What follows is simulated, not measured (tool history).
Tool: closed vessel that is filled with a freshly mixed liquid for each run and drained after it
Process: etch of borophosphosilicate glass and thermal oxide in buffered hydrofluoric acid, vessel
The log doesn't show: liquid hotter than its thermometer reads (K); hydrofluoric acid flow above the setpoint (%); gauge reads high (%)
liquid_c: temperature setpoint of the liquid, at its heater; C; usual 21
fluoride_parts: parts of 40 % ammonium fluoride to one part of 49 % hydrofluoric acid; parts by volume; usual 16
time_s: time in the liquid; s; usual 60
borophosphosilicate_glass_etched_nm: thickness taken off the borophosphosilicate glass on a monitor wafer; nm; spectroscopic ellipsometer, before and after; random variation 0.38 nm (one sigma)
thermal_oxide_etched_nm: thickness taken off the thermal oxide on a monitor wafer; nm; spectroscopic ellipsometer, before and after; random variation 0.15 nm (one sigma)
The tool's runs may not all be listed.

run	hour	liquid_c	fluoride_parts	time_s	wafers since the last listed run	hours since the thermometer was replaced	hours since the hydrofluoric acid flow meter was replaced	hours since the gauge calibration	read-back film thickness of the borophosphosilicate glass reference wafer, read on the same gauge (nm)	read-back film thickness of the thermal oxide reference wafer, read on the same gauge (nm)	borophosphosilicate_glass_etched_nm	thermal_oxide_etched_nm
1	0	21	16	60	0	1526.6	2017	307.8	100	89.99	53.49	40.25
2	27.8	21	16	60	4163	1554.4	2044.8	335.6	99.97	89.99	53.36	40.39
3	43.5	21	16	60	2351	1570.1	2060.5	351.3	99.97	89.96	53.37	40.4
4	53.6	21	16	60	1512	1580.2	2070.6	361.4	100.05	90.02	53.72	40.58
5	60.8	24	14	60	1078	1587.4	2077.8	368.6	100	90	72.88	54.73
6	72.3	21	16	70	1722	1598.9	2089.3	380.1	100.02	89.99	62.39	47.24
7	81.4	21	16	60	1362	1608	2098.4	389.2	100.05	89.93	54.27	40.64
8	90.5	21	10	60	1362	1617.1	2107.5	398.3	100	90.02	82.31	62.07
# hour 100.3: thermometer replaced
9	101.8	21	12	60	1542	1.5	2118.8	409.6	100	90.03	71	53.66
10	113.3	21	13.5	85	1722	13	2130.3	421.1	100.02	89.95	89.46	67.87
# hour 129.5: hydrofluoric acid flow meter replaced
11	130	21	16	45	2351	29.7	0.5	437.8	99.99	90.04	36.39	27.44
12	145.4	17	12.5	60	2306	45.1	15.9	453.2	100.03	90.01	49.11	37.07
13	152.6	19	22	60	1078	52.3	23.1	460.4	100.01	89.99	32.49	24.55
# hour 157.9: gauge calibrated
14	164.4	21	16	60	1767	64.1	34.9	6.5	100.02	89.98	49.18	36.64
15	171.1	17	11.5	60	1003	70.8	41.6	13.2	99.99	89.95	53.56	40.51
16	184	21	16	60	1931	83.7	54.5	26.1	99.95	89.99	48.99	36.92
17	199.6	23	19.5	60	2336	99.3	70.1	41.7	100.03	90	43.7	34.01
18	209.4	24.5	20.5	75	1467	109.1	79.9	51.5	100.01	90.07	58.23	43.99
19	217.9	18	13.5	45	1273	117.6	88.4	60	99.99	89.96	36.69	27.5
20	234.1	21	16	60	2426	133.8	104.6	76.2	99.98	89.95	48.26	36.94
21	243	17.5	16	60	1332	142.7	113.5	85.1	100	90.01	40.72	30.05
22	259.2	18	16	80	2426	158.9	129.7	101.3	99.99	90.01	55.02	41.52
23	276.3	21	16	60	2560	176	146.8	118.4	99.99	89.99	49.15	36.64
24	282.7	21	16	60	958	182.4	153.2	124.8	99.99	90.03	49.09	36.92
25	289.4	21	11.5	60	1003	189.1	159.9	131.5	100.05	90.01	66.97	51.25
26	302.3	25.5	16	35	1931	202	172.8	144.4	99.96	90	36.1	27.61

Forecast each of these 3 alternatives for the next run:
A	303	21	16	60	104	202.7	173.5	145.1	?	?	?	?
B	303	21	20	50	104	202.7	173.5	145.1	?	?	?	?
C	303	25.5	21	45	104	202.7	173.5	145.1	?	?	?	?

run	read-back film thickness of the borophosphosilicate glass reference wafer, read on the same gauge (nm)	read-back film thickness of the thermal oxide reference wafer, read on the same gauge (nm)	borophosphosilicate_glass_etched_nm	thermal_oxide_etched_nm
A	100.02	90.03	48.79	37.22
B	100.02	90.03	32.6	24.89
C	100.02	90.03	36.03	27.58
Without the tool's hidden state the same runs would have given:
run	borophosphosilicate_glass_etched_nm	thermal_oxide_etched_nm
A	47.84	36.5
B	31.96	24.4
C	35.54	27.21
